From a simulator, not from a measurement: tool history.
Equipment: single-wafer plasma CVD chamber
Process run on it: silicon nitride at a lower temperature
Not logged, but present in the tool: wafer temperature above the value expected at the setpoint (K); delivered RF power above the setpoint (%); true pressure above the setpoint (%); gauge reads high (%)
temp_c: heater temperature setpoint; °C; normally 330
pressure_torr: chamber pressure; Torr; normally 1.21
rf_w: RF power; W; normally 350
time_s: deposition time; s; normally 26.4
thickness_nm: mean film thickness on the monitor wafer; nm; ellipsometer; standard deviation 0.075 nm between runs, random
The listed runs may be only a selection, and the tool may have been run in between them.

| run | hour | temp_c | pressure_torr | rf_w | time_s | wafers since the last listed run | hours since the last thermocouple change | hours since the last RF generator calibration | hours since the last manometer calibration | hours since the showerhead was replaced | hours since the gauge calibration | read-back reference wafer on the same gauge, thickness_nm | thickness_nm |
|---|---|---|---|---|---|---|---|---|---|---|---|---|---|
| 1 | 0.0 | 330 | 1.35 | 350 | 26.4 | 0 | 1100.6 | 391.6 | 620.1 | 2014.1 | 731.5 | 37.302 | 36.521 |
|  | 11.2 | gauge calibrated |
| 2 | 56.2 | 330 | 1.35 | 350 | 26.4 | 2191 | 1156.8 | 447.8 | 676.3 | 2070.3 | 45.0 | 37.305 | 36.468 |
| 3 | 126.1 | 330 | 1.35 | 350 | 26.4 | 2725 | 1226.7 | 517.7 | 746.2 | 2140.2 | 114.9 | 37.291 | 36.548 |
| 4 | 169.9 | 334 | 1.21 | 350 | 26.4 | 1708 | 1270.5 | 561.5 | 790.0 | 2184.0 | 158.7 | 37.324 | 35.150 |
| 5 | 306.4 | 334 | 1.21 | 350 | 26.4 | 5323 | 1407.0 | 698.0 | 926.5 | 2320.5 | 295.2 | 37.299 | 34.885 |
| 6 | 333.7 | 334 | 1.21 | 350 | 26.4 | 1064 | 1434.3 | 725.3 | 953.8 | 2347.8 | 322.5 | 37.311 | 34.981 |
| 7 | 376.8 | 330 | 1.21 | 350 | 26.4 | 1680 | 1477.4 | 768.4 | 996.9 | 2390.9 | 365.6 | 37.266 | 34.933 |
|  | 433.6 | thermocouple changed; heater temperature recalibrated |
| 8 | 439.2 | 330 | 1.21 | 350 | 26.4 | 2121 | 5.6 | 830.8 | 1059.3 | 2453.3 | 428.0 | 37.308 | 34.928 |
| 9 | 478.6 | 330 | 1.21 | 350 | 26.4 | 1536 | 45.0 | 870.2 | 1098.7 | 2492.7 | 467.4 | 37.268 | 34.778 |
|  | 540.5 | RF generator calibrated |
| 10 | 541.0 | 330 | 1.21 | 350 | 26.4 | 2121 | 107.4 | 0.5 | 1161.1 | 2555.1 | 529.8 | 37.318 | 35.540 |
| 11 | 720.0 | 324 | 1.03 | 390 | 31.0 | 6980 | 286.4 | 179.5 | 1340.1 | 2734.1 | 708.8 | 37.272 | 42.102 |
|  | 753.2 | gauge calibrated |
| 12 | 856.7 | 330 | 1.21 | 350 | 24.1 | 5330 | 423.1 | 316.2 | 1476.8 | 2870.8 | 103.5 | 37.341 | 32.464 |
|  | 888.8 | capacitance manometer re-zeroed and calibrated |
| 13 | 900.3 | 341 | 1.21 | 350 | 26.4 | 1388 | 466.7 | 359.8 | 11.5 | 2914.4 | 147.1 | 37.288 | 35.185 |
|  | 914.7 | showerhead replaced |
| 14 | 926.8 | 338 | 1.04 | 350 | 21.3 | 721 | 493.2 | 386.3 | 38.0 | 12.1 | 173.6 | 37.304 | 27.087 |
| 15 | 970.4 | 326 | 1.48 | 350 | 26.4 | 1700 | 536.8 | 429.9 | 81.6 | 55.7 | 217.2 | 37.280 | 37.485 |
| 16 | 1022.1 | 330 | 1.21 | 350 | 22.6 | 2016 | 588.5 | 481.6 | 133.3 | 107.4 | 268.9 | 37.324 | 30.277 |
| 17 | 1084.1 | 326 | 1.48 | 350 | 26.4 | 2417 | 650.5 | 543.6 | 195.3 | 169.4 | 330.9 | 37.297 | 37.477 |
| 18 | 1155.1 | 324 | 1.03 | 390 | 31.0 | 2768 | 721.5 | 614.6 | 266.3 | 240.4 | 401.9 | 37.290 | 41.602 |

What if the next run were any one of these 5? Each begins from the tool's condition after run 18:
| A | 1155.5 | 330 | 1.21 | 350 | 28.3 | 15 | 721.9 | 615.0 | 266.7 | 240.8 | 402.3 | ? | ? |
| B | 1155.5 | 330 | 1.13 | 330 | 23.7 | 15 | 721.9 | 615.0 | 266.7 | 240.8 | 402.3 | ? | ? |
| C | 1155.5 | 330 | 1.21 | 410 | 26.4 | 15 | 721.9 | 615.0 | 266.7 | 240.8 | 402.3 | ? | ? |
| D | 1155.5 | 330 | 1.42 | 350 | 26.4 | 15 | 721.9 | 615.0 | 266.7 | 240.8 | 402.3 | ? | ? |
| E | 1155.5 | 338 | 1.40 | 350 | 22.4 | 15 | 721.9 | 615.0 | 266.7 | 240.8 | 402.3 | ? | ? |

| run | read-back reference wafer on the same gauge, thickness_nm | thickness_nm |
|---|---|---|
| A | 37.308 | 37.652 |
| B | 37.308 | 29.921 |
| C | 37.308 | 38.286 |
| D | 37.308 | 36.842 |
| E | 37.308 | 31.040 |
Take away the tool's hidden state, keep each run's random variation, and the runs would have read:
| run | thickness_nm |
|---|---|
| A | 38.069 |
| B | 30.260 |
| C | 38.683 |
| D | 37.251 |
| E | 31.385 |
